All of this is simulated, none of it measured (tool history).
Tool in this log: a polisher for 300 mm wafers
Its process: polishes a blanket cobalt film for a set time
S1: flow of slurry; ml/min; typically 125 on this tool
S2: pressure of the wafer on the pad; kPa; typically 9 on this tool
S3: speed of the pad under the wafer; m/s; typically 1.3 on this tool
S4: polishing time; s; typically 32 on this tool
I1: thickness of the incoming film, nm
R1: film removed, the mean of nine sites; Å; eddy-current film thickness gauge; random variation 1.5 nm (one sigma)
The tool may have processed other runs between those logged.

| run | hour | S1 | S2 | S3 | S4 | I1 | R1 |
|---|---|---|---|---|---|---|---|
| 1 | 0 | 125 | 9 | 1.3 | 32 | 1436.5 | 1234 |
| 2 | 75.2 | 125 | 9 | 1.3 | 32 | 1434.7 | 1243 |
| 3 | 150 | 125 | 9 | 1.3 | 32 | 1438.5 | 1220 |
|  | 192.6 | worn pad replaced by a new one |
| 4 | 232 | 125 | 9 | 1.3 | 32 | 1429.4 | 1232 |
| 5 | 285 | 125 | 9 | 1.3 | 32 | 1434.8 | 1209 |
|  | 450.3 | slurry nozzle cleaned |
| 6 | 578.4 | 125 | 9 | 1.3 | 32 | 1445.3 | 1192 |
| 7 | 670.4 | 125 | 9 | 1.3 | 32 | 1452.1 | 1156 |
| 8 | 728 | 125 | 9 | 1.3 | 32 | 1436.2 | 1166 |
|  | 761 | head pressure recalibrated |
| 9 | 776.7 | 125 | 9 | 1.3 | 35 | 1431.8 | 1367 |
|  | 847.2 | worn pad replaced by a new one |
| 10 | 867 | 125 | 9 | 1.3 | 35 | 1428.3 | 1381 |
| 11 | 1016.8 | 125 | 9.7 | 1.3 | 32 | 1444.4 | 1318 |
|  | 1023.2 | slurry nozzle cleaned |
| 12 | 1061.2 | 125 | 9.7 | 1.3 | 32 | 1437.4 | 1310 |
| 13 | 1097.8 | 125 | 9.7 | 1.3 | 32 | 1427.3 | 1326 |
| 14 | 1201.3 | 150 | 9 | 1.3 | 32 | 1430.3 | 1280 |
| 15 | 1274 | 150 | 9 | 1.3 | 32 | 1452.8 | 1279 |
| 16 | 1381.6 | 90 | 9 | 1.3 | 32 | 1453 | 1091 |
| 17 | 1473.9 | 125 | 9 | 1.3 | 32 | 1456.7 | 1203 |
|  | 1525.6 | worn pad replaced by a new one, of another model than before |
| 18 | 1534.3 | 140 | 9 | 1.3 | 35 | 1432.1 | 1347 |
| 19 | 1610.6 | 125 | 9 | 1.5 | 29 | 1435.4 | 1176 |
| 20 | 1678.8 | 125 | 9 | 0.86 | 32 | 1465.3 | 998 |
|  | 1715.4 | slurry nozzle cleaned |
| 21 | 1726.6 | 100 | 9 | 1.16 | 32 | 1443.6 | 1092 |
| 22 | 1767.7 | 165 | 9 | 1.3 | 32 | 1414 | 1240 |
| 23 | 1872.2 | 125 | 10.3 | 1.3 | 21 | 1440 | 859 |
| 24 | 1972.7 | 125 | 9 | 1.46 | 29 | 1428.8 | 1130 |
|  | 2100.2 | head pressure recalibrated |
|  | 2256.9 | worn pad replaced by a new one |
| 25 | 2261.5 | 150 | 11 | 1.3 | 32 | 1433.5 | 1500 |
| 26 | 2320.4 | 165 | 9.7 | 0.86 | 23 | 1463.1 | 828 |
|  | 2341.2 | slurry nozzle cleaned |
| 27 | 2394.6 | 125 | 9 | 1.3 | 32 | 1446.6 | 1269 |
| 28 | 2433.8 | 125 | 9 | 1.3 | 35 | 1438.5 | 1382 |
| 29 | 2536.3 | 125 | 9 | 1.3 | 21 | 1470.1 | 810 |
| 30 | 2612.2 | 125 | 9.7 | 1.3 | 32 | 1456.1 | 1296 |
| 31 | 2676 | 165 | 10.3 | 1.3 | 42 | 1454.3 | 1879 |

What will run 32 give?
| 32 | 2730.3 | 125 | 9 | 1.3 | 32 | 1469 | ? |

R1: 1215 Å
If the tool had no hidden condition, the same run with the same run-to-run variation would have returned R1 1280 Å.

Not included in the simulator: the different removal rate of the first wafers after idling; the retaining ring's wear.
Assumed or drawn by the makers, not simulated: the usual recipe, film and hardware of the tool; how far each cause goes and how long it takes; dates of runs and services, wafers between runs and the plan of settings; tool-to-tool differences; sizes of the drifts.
